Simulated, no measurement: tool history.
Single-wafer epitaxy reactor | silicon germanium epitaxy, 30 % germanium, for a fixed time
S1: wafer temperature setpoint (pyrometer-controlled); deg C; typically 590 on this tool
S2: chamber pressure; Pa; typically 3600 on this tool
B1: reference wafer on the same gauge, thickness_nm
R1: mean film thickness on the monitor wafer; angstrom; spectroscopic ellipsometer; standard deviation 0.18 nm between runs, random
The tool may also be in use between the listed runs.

Run 1, hour 0.0: usual settings; B1 56.131. Result: R1 455.22 angstrom.
Run 2, hour 6.4: usual settings but S2 4240 Pa; B1 56.192. Result: R1 473.31 angstrom.
Run 3, hour 18.4: usual settings but S2 4240 Pa; B1 56.175. Result: R1 474.48 angstrom.
Run 4, hour 27.0: usual settings but S2 4240 Pa; B1 56.107. Result: R1 477.01 angstrom.
Run 5, hour 34.7: usual settings; B1 56.245. Result: R1 452.26 angstrom.
Run 6, hour 46.6: usual settings; B1 56.138. Result: R1 451.82 angstrom.
Run 7, hour 64.4: usual settings; B1 56.211. Result: R1 452.89 angstrom.
Run 8, hour 76.8: usual settings; B1 56.191. Result: R1 454.33 angstrom.
At hour 90.5: showerhead replaced.
Run 9, hour 92.9: usual settings; B1 56.195. Result: R1 448.70 angstrom.
Run 10, hour 140.6: usual settings; B1 56.157. Result: R1 448.43 angstrom.
Run 11, hour 150.2: usual settings but S1 585 deg C; B1 56.226. Result: R1 404.20 angstrom.
Run 12, hour 157.6: usual settings but S1 585 deg C; B1 56.173. Result: R1 402.06 angstrom.
Run 13, hour 164.8: usual settings but S2 3053 Pa; B1 56.259. Result: R1 429.52 angstrom.
Run 14, hour 177.7: usual settings but S2 3053 Pa; B1 56.196. Result: R1 430.67 angstrom.
At hour 195.5: capacitance manometer re-zeroed and calibrated.
Run 15, hour 196.0: usual settings but S2 2813 Pa; B1 56.198. Result: R1 422.91 angstrom.
Run 16, hour 196.3: usual settings but S1 603 deg C, S2 3213 Pa; B1 56.122. Result: R1 574.40 angstrom.
Run 17, hour 208.4: usual settings but S1 581 deg C; B1 56.198. Result: R1 368.30 angstrom.
At hour 221.6: gauge calibrated.
Run 18, hour 224.0: usual settings but S2 3080 Pa; B1 56.223. Result: R1 429.52 angstrom.
Run 19, hour 240.1: usual settings but S1 595 deg C, S2 3120 Pa; B1 56.263. Result: R1 478.77 angstrom.
Run 20, hour 255.2: usual settings; B1 56.255. Result: R1 444.61 angstrom.
Run 21, hour 270.8: usual settings but S1 597 deg C, S2 3213 Pa; B1 56.221. Result: R1 503.62 angstrom.
At hour 287.4: pyrometer calibrated.
Run 22, hour 290.3: usual settings but S2 4133 Pa; B1 56.193. Result: R1 523.18 angstrom.
Run 23, hour 302.6: usual settings but S1 587 deg C, S2 4226 Pa; B1 56.206. Result: R1 489.99 angstrom.
Run 24, hour 311.0: usual settings but S1 597 deg C, S2 3120 Pa; B1 56.257. Result: R1 563.62 angstrom.
Run 25, hour 318.4: usual settings but S1 577 deg C; B1 56.058. Result: R1 379.29 angstrom.
Run 26, hour 333.6: usual settings but S1 581 deg C, S2 2826 Pa; B1 56.181. Result: R1 391.66 angstrom.
Run 27, hour 343.3: usual settings; B1 56.188. Result: R1 502.59 angstrom.
Run 28, hour 349.7: usual settings but S1 575 deg C, S2 3280 Pa; B1 56.283. Result: R1 357.39 angstrom.
Run 29, hour 364.5: usual settings but S2 2733 Pa; B1 56.148. Result: R1 474.27 angstrom.
Run 30, hour 377.0: usual settings; B1 56.126. Result: R1 504.78 angstrom.
Run 31, hour 392.9: usual settings but S1 595 deg C, S2 4093 Pa; B1 56.282. Result: R1 580.10 angstrom.
Run 32, hour 399.9: usual settings but S1 602 deg C, S2 3333 Pa; B1 56.258. Result: R1 634.93 angstrom.
Run 33, hour 416.7: usual settings but S2 3053 Pa; B1 56.194. Result: R1 488.00 angstrom.
Run 34, hour 424.2: usual settings but S1 585 deg C, S2 3346 Pa; B1 56.162. Result: R1 445.30 angstrom.
Run 35, hour 448.0: usual settings but S1 595 deg C, S2 4480 Pa; B1 56.249. Result: R1 592.50 angstrom.
Run 36, hour 461.3: usual settings; B1 56.268. Result: R1 499.74 angstrom.

Hidden state, per run?
true pressure above the setpoint (%): 0 across all the runs
gauge reads high (%): 0 across all the runs
H1: wafer temperature above the value expected at the setpoint (K)
run      H1
  1   -5.06
  2   -5.08
  3   -5.13
  4   -5.17
  5    -5.2
  6   -5.25
  7   -5.32
  8   -5.37
  9   -5.43
 10   -5.63
 11   -5.67
 12    -5.7
 13   -5.73
 14   -5.79
 15   -5.87
 16   -5.87
 17   -5.92
 18   -5.99
 19   -6.06
 20   -6.12
 21   -6.19
 22  -0.337
 23  -0.337
 24  -0.338
 25  -0.338
 26  -0.339
 27  -0.339
 28   -0.34
 29  -0.341
 30  -0.343
 31  -0.345
 32  -0.346
 33  -0.349
 34  -0.351
 35  -0.356
 36  -0.359

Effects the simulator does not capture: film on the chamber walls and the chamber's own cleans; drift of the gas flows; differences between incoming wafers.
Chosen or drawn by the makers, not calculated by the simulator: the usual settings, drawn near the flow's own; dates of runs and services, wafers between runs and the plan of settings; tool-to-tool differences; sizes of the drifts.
